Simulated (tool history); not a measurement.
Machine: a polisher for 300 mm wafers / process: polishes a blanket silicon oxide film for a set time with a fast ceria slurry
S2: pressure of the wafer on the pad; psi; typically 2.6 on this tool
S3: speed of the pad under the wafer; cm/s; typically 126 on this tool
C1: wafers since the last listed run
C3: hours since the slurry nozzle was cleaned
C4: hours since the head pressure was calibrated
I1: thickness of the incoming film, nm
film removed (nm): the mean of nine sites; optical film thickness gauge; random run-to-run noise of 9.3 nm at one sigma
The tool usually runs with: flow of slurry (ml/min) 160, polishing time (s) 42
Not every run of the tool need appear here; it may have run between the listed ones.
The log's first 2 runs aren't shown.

{"run": 3, "hour": 60.3, "flow of slurry (ml/min)": 160, "S2": 2.6, "S3": 126, "polishing time (s)": 42, "C1": 407, "wafers polished on this pad": 3286, "C3": 510.5, "C4": 780.1, "I1": 3153.8, "film removed (nm)": 685.6}
{"hour": 103.4, "done": "worn pad replaced by a new one"}
{"run": 4, "hour": 125.2, "flow of slurry (ml/min)": 180, "S2": 2.6, "S3": 126, "polishing time (s)": 42, "C1": 690, "wafers polished on this pad": 247, "C3": 575.4, "C4": 845, "I1": 3107.4, "film removed (nm)": 743.1}
{"run": 5, "hour": 195.9, "flow of slurry (ml/min)": 160, "S2": 2.6, "S3": 126, "polishing time (s)": 42, "C1": 802, "wafers polished on this pad": 1049, "C3": 646.1, "C4": 915.7, "I1": 3160.9, "film removed (nm)": 725.5}
{"hour": 254.1, "done": "slurry nozzle cleaned"}
{"run": 6, "hour": 267.8, "flow of slurry (ml/min)": 160, "S2": 2.6, "S3": 126, "polishing time (s)": 42, "C1": 804, "wafers polished on this pad": 1854, "C3": 13.7, "C4": 987.6, "I1": 3102.3, "film removed (nm)": 707.8}
{"run": 7, "hour": 301.4, "flow of slurry (ml/min)": 160, "S2": 2.6, "S3": 126, "polishing time (s)": 42, "C1": 381, "wafers polished on this pad": 2235, "C3": 47.3, "C4": 1021.2, "I1": 3128.8, "film removed (nm)": 719.7}
{"run": 8, "hour": 352.1, "flow of slurry (ml/min)": 160, "S2": 2.6, "S3": 126, "polishing time (s)": 42, "C1": 575, "wafers polished on this pad": 2810, "C3": 98, "C4": 1071.9, "I1": 3179.4, "film removed (nm)": 696}
{"hour": 404.4, "done": "worn pad replaced by a new one"}
{"run": 9, "hour": 477.4, "flow of slurry (ml/min)": 160, "S2": 2.6, "S3": 126, "polishing time (s)": 42, "C1": 1376, "wafers polished on this pad": 828, "C3": 223.3, "C4": 1197.2, "I1": 3173.7, "film removed (nm)": 651.9}
{"run": 10, "hour": 531.0, "flow of slurry (ml/min)": 160, "S2": 2.6, "S3": 126, "polishing time (s)": 42, "C1": 608, "wafers polished on this pad": 1436, "C3": 276.9, "C4": 1250.8, "I1": 3162.6, "film removed (nm)": 627.1}
{"run": 11, "hour": 578.6, "flow of slurry (ml/min)": 160, "S2": 2.6, "S3": 126, "polishing time (s)": 42, "C1": 540, "wafers polished on this pad": 1976, "C3": 324.5, "C4": 1298.4, "I1": 3127.1, "film removed (nm)": 641.9}
{"run": 12, "hour": 629.3, "flow of slurry (ml/min)": 160, "S2": 2, "S3": 126, "polishing time (s)": 42, "C1": 575, "wafers polished on this pad": 2552, "C3": 375.2, "C4": 1349.1, "I1": 3100.9, "film removed (nm)": 514.1}
{"run": 13, "hour": 663.1, "flow of slurry (ml/min)": 160, "S2": 2, "S3": 126, "polishing time (s)": 42, "C1": 383, "wafers polished on this pad": 2935, "C3": 409, "C4": 1382.9, "I1": 3129.4, "film removed (nm)": 521.6}
{"run": 14, "hour": 705.0, "flow of slurry (ml/min)": 160, "S2": 2, "S3": 126, "polishing time (s)": 42, "C1": 475, "wafers polished on this pad": 3411, "C3": 450.9, "C4": 1424.8, "I1": 3205.4, "film removed (nm)": 509.2}
{"hour": 741.5, "done": "head pressure recalibrated"}
{"run": 15, "hour": 757.1, "flow of slurry (ml/min)": 160, "S2": 2.6, "S3": 126, "polishing time (s)": 42, "C1": 568, "wafers polished on this pad": 3979, "C3": 503, "C4": 15.6, "I1": 3159.3, "film removed (nm)": 621.3}
{"run": 16, "hour": 786.1, "flow of slurry (ml/min)": 160, "S2": 2.6, "S3": 126, "polishing time (s)": 50, "C1": 329, "wafers polished on this pad": 4308, "C3": 532, "C4": 44.6, "I1": 3153.1, "film removed (nm)": 729.1}
{"hour": 810.1, "done": "worn pad replaced by a new one, repeated, since the last time left the tool worse"}
{"run": 17, "hour": 839.1, "flow of slurry (ml/min)": 160, "S2": 2.2, "S3": 126, "polishing time (s)": 35, "C1": 555, "wafers polished on this pad": 329, "C3": 585, "C4": 97.6, "I1": 3144.8, "film removed (nm)": 518.8}

Predict the results of run 18:
{"run": 18, "hour": 891.2, "flow of slurry (ml/min)": 160, "S2": 2.6, "S3": 126, "polishing time (s)": 42, "C1": 591, "wafers polished on this pad": 920, "C3": 637.1, "C4": 149.7, "I1": 3131.7, "film removed (nm)": "?"}

film removed (nm): 707.1
With the hidden condition absent and the run-to-run variation left alone, this run would have shown film removed (nm) 722.
